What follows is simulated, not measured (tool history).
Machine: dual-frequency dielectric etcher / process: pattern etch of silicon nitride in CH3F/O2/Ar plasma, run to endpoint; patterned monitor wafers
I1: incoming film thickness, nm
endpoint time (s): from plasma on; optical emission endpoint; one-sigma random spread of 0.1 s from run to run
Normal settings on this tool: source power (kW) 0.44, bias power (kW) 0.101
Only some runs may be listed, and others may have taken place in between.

{"run": 1, "day": 0.0, "source power (kW)": 0.44, "bias power (kW)": 0.101, "I1": 29.18, "endpoint time (s)": 34.7}
{"run": 2, "day": 0.983, "source power (kW)": 0.44, "bias power (kW)": 0.101, "I1": 29.05, "endpoint time (s)": 34.9}
{"run": 3, "day": 2.475, "source power (kW)": 0.44, "bias power (kW)": 0.101, "I1": 29.46, "endpoint time (s)": 35.4}
{"run": 4, "day": 3.767, "source power (kW)": 0.44, "bias power (kW)": 0.101, "I1": 29.13, "endpoint time (s)": 34.9}
{"run": 5, "day": 4.862, "source power (kW)": 0.44, "bias power (kW)": 0.101, "I1": 28.93, "endpoint time (s)": 35.1}
{"run": 6, "day": 5.717, "source power (kW)": 0.44, "bias power (kW)": 0.101, "I1": 29.44, "endpoint time (s)": 35.5}
{"run": 7, "day": 6.808, "source power (kW)": 0.44, "bias power (kW)": 0.101, "I1": 29.14, "endpoint time (s)": 35.3}
{"run": 8, "day": 8.042, "source power (kW)": 0.4, "bias power (kW)": 0.101, "I1": 29.19, "endpoint time (s)": 36.7}
{"run": 9, "day": 9.204, "source power (kW)": 0.4, "bias power (kW)": 0.101, "I1": 29.14, "endpoint time (s)": 36.7}
{"run": 10, "day": 10.338, "source power (kW)": 0.37, "bias power (kW)": 0.101, "I1": 29.3, "endpoint time (s)": 38.1}
{"run": 11, "day": 11.425, "source power (kW)": 0.44, "bias power (kW)": 0.101, "I1": 29.05, "endpoint time (s)": 35.3}
{"day": 12.362, "done": "bias power generator calibrated"}
{"day": 12.471, "done": "source power generator calibrated"}
{"day": 12.717, "done": "wet clean of the chamber"}
{"run": 12, "day": 12.858, "source power (kW)": 0.44, "bias power (kW)": 0.101, "I1": 28.95, "endpoint time (s)": 34}
{"day": 13.95, "done": "upper electrode replaced"}
{"run": 13, "day": 14.05, "source power (kW)": 0.44, "bias power (kW)": 0.101, "I1": 29.14, "endpoint time (s)": 34}
{"run": 14, "day": 14.712, "source power (kW)": 0.44, "bias power (kW)": 0.101, "I1": 29.34, "endpoint time (s)": 34.5}
{"run": 15, "day": 15.758, "source power (kW)": 0.44, "bias power (kW)": 0.101, "I1": 29.19, "endpoint time (s)": 34.4}
{"run": 16, "day": 16.975, "source power (kW)": 0.44, "bias power (kW)": 0.101, "I1": 29.22, "endpoint time (s)": 34.5}
{"run": 17, "day": 17.925, "source power (kW)": 0.52, "bias power (kW)": 0.101, "I1": 29.27, "endpoint time (s)": 32.3}
{"run": 18, "day": 18.508, "source power (kW)": 0.4, "bias power (kW)": 0.101, "I1": 29.22, "endpoint time (s)": 35.7}
{"run": 19, "day": 19.25, "source power (kW)": 0.44, "bias power (kW)": 0.101, "I1": 29.18, "endpoint time (s)": 34.6}
{"run": 20, "day": 21.154, "source power (kW)": 0.44, "bias power (kW)": 0.101, "I1": 29.02, "endpoint time (s)": 34.3}
{"run": 21, "day": 22.471, "source power (kW)": 0.35, "bias power (kW)": 0.093, "I1": 29.12, "endpoint time (s)": 39.5}
{"run": 22, "day": 23.088, "source power (kW)": 0.44, "bias power (kW)": 0.101, "I1": 29.34, "endpoint time (s)": 34.7}
{"run": 23, "day": 24.45, "source power (kW)": 0.41, "bias power (kW)": 0.086, "I1": 29.43, "endpoint time (s)": 39.2}
{"run": 24, "day": 25.808, "source power (kW)": 0.39, "bias power (kW)": 0.087, "I1": 29, "endpoint time (s)": 39.4}
{"run": 25, "day": 26.838, "source power (kW)": 0.51, "bias power (kW)": 0.094, "I1": 28.95, "endpoint time (s)": 33.9}
{"run": 26, "day": 27.717, "source power (kW)": 0.34, "bias power (kW)": 0.088, "I1": 29.24, "endpoint time (s)": 41.9}
{"run": 27, "day": 28.762, "source power (kW)": 0.33, "bias power (kW)": 0.081, "I1": 28.77, "endpoint time (s)": 43.8}
{"run": 28, "day": 29.946, "source power (kW)": 0.55, "bias power (kW)": 0.085, "I1": 29.24, "endpoint time (s)": 35.4}
{"run": 29, "day": 30.521, "source power (kW)": 0.51, "bias power (kW)": 0.093, "I1": 29.02, "endpoint time (s)": 34.3}
{"run": 30, "day": 31.083, "source power (kW)": 0.4, "bias power (kW)": 0.08, "I1": 29.12, "endpoint time (s)": 41.4}
{"run": 31, "day": 31.967, "source power (kW)": 0.34, "bias power (kW)": 0.116, "I1": 29.03, "endpoint time (s)": 35.8}
{"run": 32, "day": 32.896, "source power (kW)": 0.51, "bias power (kW)": 0.09, "I1": 28.93, "endpoint time (s)": 35}
{"day": 36.708, "done": "wet clean of the chamber"}
{"run": 33, "day": 36.729, "source power (kW)": 0.51, "bias power (kW)": 0.119, "I1": 28.92, "endpoint time (s)": 29.3}
{"run": 34, "day": 37.621, "source power (kW)": 0.36, "bias power (kW)": 0.08, "I1": 29.41, "endpoint time (s)": 42.8}

Measured minus without-hidden-state, run by run (identical run-to-run variation in each term; gauge scatter may differ):
Unlogged tool condition in this case: etch rate over this chamber's usual, %; source power that arrives over what is set, %; bias power that arrives over what is set, %.
run=1 endpoint_time_(s)=+0.9
run=2 endpoint_time_(s)=+0.9
run=3 endpoint_time_(s)=+1
run=4 endpoint_time_(s)=+1.1
run=5 endpoint_time_(s)=+1.1
run=6 endpoint_time_(s)=+1.3
run=7 endpoint_time_(s)=+1.3
run=8 endpoint_time_(s)=+1.4
run=9 endpoint_time_(s)=+1.5
run=10 endpoint_time_(s)=+1.5
run=11 endpoint_time_(s)=+1.5
run=12 endpoint_time_(s)=+0.2
run=13 endpoint_time_(s)=+0.3
run=14 endpoint_time_(s)=+0.3
run=15 endpoint_time_(s)=+0.3
run=16 endpoint_time_(s)=+0.3
run=17 endpoint_time_(s)=+0.3
run=18 endpoint_time_(s)=+0.4
run=19 endpoint_time_(s)=+0.4
run=20 endpoint_time_(s)=+0.5
run=21 endpoint_time_(s)=+0.7
run=22 endpoint_time_(s)=+0.6
run=23 endpoint_time_(s)=+0.7
run=24 endpoint_time_(s)=+0.8
run=25 endpoint_time_(s)=+0.7
run=26 endpoint_time_(s)=+1
run=27 endpoint_time_(s)=+1
run=28 endpoint_time_(s)=+0.9
run=29 endpoint_time_(s)=+0.8
run=30 endpoint_time_(s)=+1.1
run=31 endpoint_time_(s)=+1
run=32 endpoint_time_(s)=+1
run=33 endpoint_time_(s)=+0.1
run=34 endpoint_time_(s)=+0.3

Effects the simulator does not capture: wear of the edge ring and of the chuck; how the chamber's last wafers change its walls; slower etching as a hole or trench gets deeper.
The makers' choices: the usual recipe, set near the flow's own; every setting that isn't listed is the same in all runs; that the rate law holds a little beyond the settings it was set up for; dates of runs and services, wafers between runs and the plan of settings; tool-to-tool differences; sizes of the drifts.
